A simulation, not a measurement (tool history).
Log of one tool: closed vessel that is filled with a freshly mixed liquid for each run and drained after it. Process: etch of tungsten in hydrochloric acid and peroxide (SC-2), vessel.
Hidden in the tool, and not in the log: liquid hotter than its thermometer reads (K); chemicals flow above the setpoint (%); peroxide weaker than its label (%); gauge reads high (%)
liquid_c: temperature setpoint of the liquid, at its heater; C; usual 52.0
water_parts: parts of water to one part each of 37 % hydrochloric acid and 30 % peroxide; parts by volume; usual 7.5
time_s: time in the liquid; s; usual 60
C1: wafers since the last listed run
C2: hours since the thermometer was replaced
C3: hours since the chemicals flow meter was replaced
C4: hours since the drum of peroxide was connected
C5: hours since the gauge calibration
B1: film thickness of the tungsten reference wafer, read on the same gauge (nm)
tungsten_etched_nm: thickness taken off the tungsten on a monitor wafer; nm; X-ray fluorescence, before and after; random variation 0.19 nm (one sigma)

Run 1, hour 0.0: usual settings but time_s 40 s; C1 0; C2 1833.9; C3 722.6; C4 521.9; C5 172.9; B1 150.00. Result: tungsten_etched_nm 14.93 nm.
Run 2, hour 8.8: usual settings but water_parts 6.5 parts by volume, time_s 80 s; C1 1255; C2 1842.7; C3 731.4; C4 530.7; C5 181.7; B1 149.99. Result: tungsten_etched_nm 33.46 nm.
Run 3, hour 22.2: usual settings but water_parts 6.5 parts by volume, time_s 80 s; C1 1911; C2 1856.1; C3 744.8; C4 544.1; C5 195.1; B1 150.02. Result: tungsten_etched_nm 33.17 nm.
Run 4, hour 35.3: usual settings but liquid_c 50.0 C, water_parts 5.5 parts by volume; C1 1868; C2 1869.2; C3 757.9; C4 557.2; C5 208.2; B1 150.01. Result: tungsten_etched_nm 25.04 nm.
Run 5, hour 41.4: usual settings; C1 870; C2 1875.3; C3 764.0; C4 563.3; C5 214.3; B1 149.99. Result: tungsten_etched_nm 22.35 nm.
Run 6, hour 55.9: usual settings; C1 2068; C2 1889.8; C3 778.5; C4 577.8; C5 228.8; B1 150.00. Result: tungsten_etched_nm 22.25 nm.
Run 7, hour 65.2: usual settings; C1 1326; C2 1899.1; C3 787.8; C4 587.1; C5 238.1; B1 150.01. Result: tungsten_etched_nm 22.68 nm.
Run 8, hour 81.5: usual settings but water_parts 9.5 parts by volume, time_s 45 s; C1 2325; C2 1915.4; C3 804.1; C4 603.4; C5 254.4; B1 150.03. Result: tungsten_etched_nm 13.86 nm.
Run 9, hour 92.3: usual settings but water_parts 9.5 parts by volume, time_s 45 s; C1 1540; C2 1926.2; C3 814.9; C4 614.2; C5 265.2; B1 149.99. Result: tungsten_etched_nm 13.98 nm.
At hour 95.4: new drum of peroxide connected.
Run 10, hour 101.7: usual settings but water_parts 9.5 parts by volume, time_s 45 s; C1 1198; C2 1935.6; C3 824.3; C4 6.3; C5 274.6; B1 150.00. Result: tungsten_etched_nm 13.98 nm.
At hour 107.4: chemicals flow meter replaced.
Run 11, hour 110.5: usual settings but water_parts 11.5 parts by volume; C1 1112; C2 1944.4; C3 3.1; C4 15.1; C5 283.4; B1 150.00. Result: tungsten_etched_nm 15.90 nm.
Run 12, hour 140.7: usual settings; C1 4307; C2 1974.6; C3 33.3; C4 45.3; C5 313.6; B1 150.01. Result: tungsten_etched_nm 22.42 nm.
Run 13, hour 149.3: usual settings; C1 1226; C2 1983.2; C3 41.9; C4 53.9; C5 322.2; B1 149.99. Result: tungsten_etched_nm 22.15 nm.
Run 14, hour 157.3: usual settings but liquid_c 42.5 C, water_parts 11.5 parts by volume, time_s 85 s; C1 1141; C2 1991.2; C3 49.9; C4 61.9; C5 330.2; B1 150.00. Result: tungsten_etched_nm 11.73 nm.
Run 15, hour 168.1: usual settings but liquid_c 56.0 C, water_parts 10.0 parts by volume, time_s 30 s; C1 1540; C2 2002.0; C3 60.7; C4 72.7; C5 341.0; B1 149.99. Result: tungsten_etched_nm 11.38 nm.
Run 16, hour 185.1: usual settings but liquid_c 49.0 C; C1 2424; C2 2019.0; C3 77.7; C4 89.7; C5 358.0; B1 150.02. Result: tungsten_etched_nm 18.35 nm.
Run 17, hour 201.8: usual settings; C1 2382; C2 2035.7; C3 94.4; C4 106.4; C5 374.7; B1 149.98. Result: tungsten_etched_nm 22.24 nm.
At hour 208.5: thermometer replaced.
Run 18, hour 212.9: usual settings but liquid_c 48.5 C, time_s 90 s; C1 1440; C2 4.4; C3 105.5; C4 117.5; C5 385.8; B1 150.00. Result: tungsten_etched_nm 26.29 nm.
At hour 217.6: gauge calibrated.
Run 19, hour 227.0: usual settings but liquid_c 56.5 C, water_parts 9.5 parts by volume, time_s 80 s; C1 2011; C2 18.5; C3 119.6; C4 131.6; C5 9.4; B1 150.02. Result: tungsten_etched_nm 33.33 nm.

The next listed run, before its measurement:
Run 20, hour 239.6: usual settings but water_parts 9.5 parts by volume, time_s 90 s; C1 1797; C2 31.1; C3 132.2; C4 144.2; C5 22.0; B1 ?. Result: tungsten_etched_nm ?.

B1: 149.98
tungsten_etched_nm: 27.80 nm
Without the tool's hidden state the same run would have given tungsten_etched_nm 27.80 nm.
